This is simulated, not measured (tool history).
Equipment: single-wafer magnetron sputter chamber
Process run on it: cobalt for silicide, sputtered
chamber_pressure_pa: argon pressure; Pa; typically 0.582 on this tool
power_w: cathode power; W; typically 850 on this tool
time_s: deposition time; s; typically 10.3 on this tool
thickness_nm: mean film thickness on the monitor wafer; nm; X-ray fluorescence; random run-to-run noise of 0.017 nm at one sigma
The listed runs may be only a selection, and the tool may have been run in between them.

run   hour  chamber_pressure_pa  power_w  time_s  wafers since the last listed run  wafers on the sputter target  hours since the last manometer calibration  hours since the magnet pack was replaced  hours since the gauge calibration  read-back reference wafer on the same gauge, thickness_nm  thickness_nm
  1      0                0.582      850    10.3                                 0                          3038                                      2275.5                                    4810.4                               32.8                                                      3.279         3.939
  2   13.3                0.582      850    10.3                               259                          3297                                      2288.8                                    4823.7                               46.1                                                       3.28         3.954
  3   29.8                0.582      850    10.3                               322                          3619                                      2305.3                                    4840.2                               62.6                                                      3.279         3.939
  4   44.7                0.582      800    10.3                               290                          3910                                      2320.2                                    4855.1                               77.5                                                      3.278         3.701
  5   56.8                0.582      850    10.3                               236                          4146                                      2332.3                                    4867.2                               89.6                                                      3.279         3.928
  6   64.7                0.582      950    11.8                               154                          4300                                      2340.2                                    4875.1                               97.5                                                      3.279         5.028
  7   81.6                0.582      950    11.8                               329                          4630                                      2357.1                                      4892                              114.4                                                      3.282         5.061
  8   89.7                0.582      950    11.8                               158                          4788                                      2365.2                                    4900.1                              122.5                                                      3.279         5.031
  9  110.3                0.582      850     8.9                               402                          5191                                      2385.8                                    4920.7                              143.1                                                      3.281         3.389
       130  -- capacitance manometer re-zeroed and calibrated
 10  130.5                0.582      850     8.9                               238                          5429                                         0.5                                    4940.9                              163.3                                                       3.28         3.384
 11  136.3                0.582      850     8.9                               113                          5542                                         6.3                                    4946.7                              169.1                                                      3.283         3.381
     144.8  -- sputter target and shields replaced
 12    149                 0.78      750    10.3                                91                            82                                          19                                    4959.4                              181.8                                                      3.277         3.321

What will run 13 give?
 13  177.2                0.582      850    10.3                               550                           633                                        47.2                                    4987.6                                210                                                          ?             ?

read-back reference wafer on the same gauge, thickness_nm: 3.279
thickness_nm: 3.915 nm
If the tool had no hidden condition, the same run with the same run-to-run variation would have returned thickness_nm 3.915 nm.
